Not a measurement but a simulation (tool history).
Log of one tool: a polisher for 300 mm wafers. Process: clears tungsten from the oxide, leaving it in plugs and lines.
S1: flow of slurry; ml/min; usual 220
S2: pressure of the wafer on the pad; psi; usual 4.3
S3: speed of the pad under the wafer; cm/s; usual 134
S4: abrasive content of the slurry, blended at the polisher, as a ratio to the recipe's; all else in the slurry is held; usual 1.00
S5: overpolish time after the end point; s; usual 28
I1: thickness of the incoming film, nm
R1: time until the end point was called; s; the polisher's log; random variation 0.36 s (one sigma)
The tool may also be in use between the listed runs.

run    hour   S1   S2   S3    S4  S5     I1    R1
  1     0.0  220  4.3  134  1.00  28  241.3  28.2
  2    55.0  220  4.3  134  1.00  28  240.6  27.9
       82.8  -- worn pad replaced by a new one
  3   112.4  220  4.3  134  1.00  28  240.8  28.4
  4   138.5  220  4.3  134  1.15  35  241.8  28.4
  5   172.1  220  4.3  134  1.00  28  241.1  28.4
  6   198.0  220  4.3  134  1.00  28  241.5  28.8
      200.2  -- slurry blender recalibrated
      204.4  -- slurry tank refilled with fresh slurry and peroxide
  7   256.0  220  2.9  134  0.85  28  236.0  38.0
  8   314.2  220  4.3  134  1.00  28  238.3  28.1
      329.0  -- slurry nozzle cleaned
  9   345.8  220  4.3  134  1.00  28  241.3  28.3
 10   414.8  220  5.0  156  0.70  28  242.8  23.8
 11   444.7  265  4.3  134  0.85  28  236.1  28.1
      485.0  -- worn pad replaced by a new one
 12   485.5  220  5.5  114  1.00  28  239.0  28.0
 13   526.4  220  2.9  134  1.20  28  234.9  35.8
 14   555.9  220  4.3  134  1.00  28  241.5  28.5
      580.1  -- slurry tank refilled with fresh slurry and peroxide
 15   580.8  220  4.3  134  1.00  37  239.2  28.5
      599.4  -- slurry blender recalibrated
 16   622.0  270  2.9  164  1.00  28  238.3  30.5
 17   657.2  220  2.9  166  1.30  12  240.0  29.0
 18   727.3  220  4.3  134  1.00  28  240.1  28.8
 19   763.7  220  4.3  134  1.00  28  240.3  28.3
 20   812.6  175  4.3  134  0.90  38  242.1  31.1
 21   866.8  220  5.3  134  1.10  28  243.1  24.3
 22   892.2  270  3.1  170  1.25  28  239.4  26.4
      942.5  -- worn pad replaced by a new one
 23   952.1  220  4.3  134  1.00  28  238.7  29.0
      969.7  -- slurry tank refilled with fresh slurry and peroxide
 24   977.8  195  5.5  134  1.00  18  241.8  24.5
 25  1002.4  220  4.3  116  1.00  21  239.7  32.1
 26  1062.5  195  4.8  162  1.00  41  243.2  22.4
     1070.1  -- slurry blender recalibrated
     1105.2  -- slurry nozzle cleaned
 27  1114.5  220  4.3  134  1.00  28  238.6  28.6

3 ways to go on from here, each from the tool as it stands after run 27. What would each give?
  A  1114.9  220  4.3  134  1.25  28  245.3   ?
  B  1114.9  220  5.1  134  1.25  28  245.3   ?
  C  1114.9  280  4.3  134  1.00  28  245.3   ?

run    R1
  A  28.2
  B  24.8
  C  28.5
Without the tool's hidden state the same runs would have given:
run    R1
  A  28.2
  B  24.8
  C  28.5
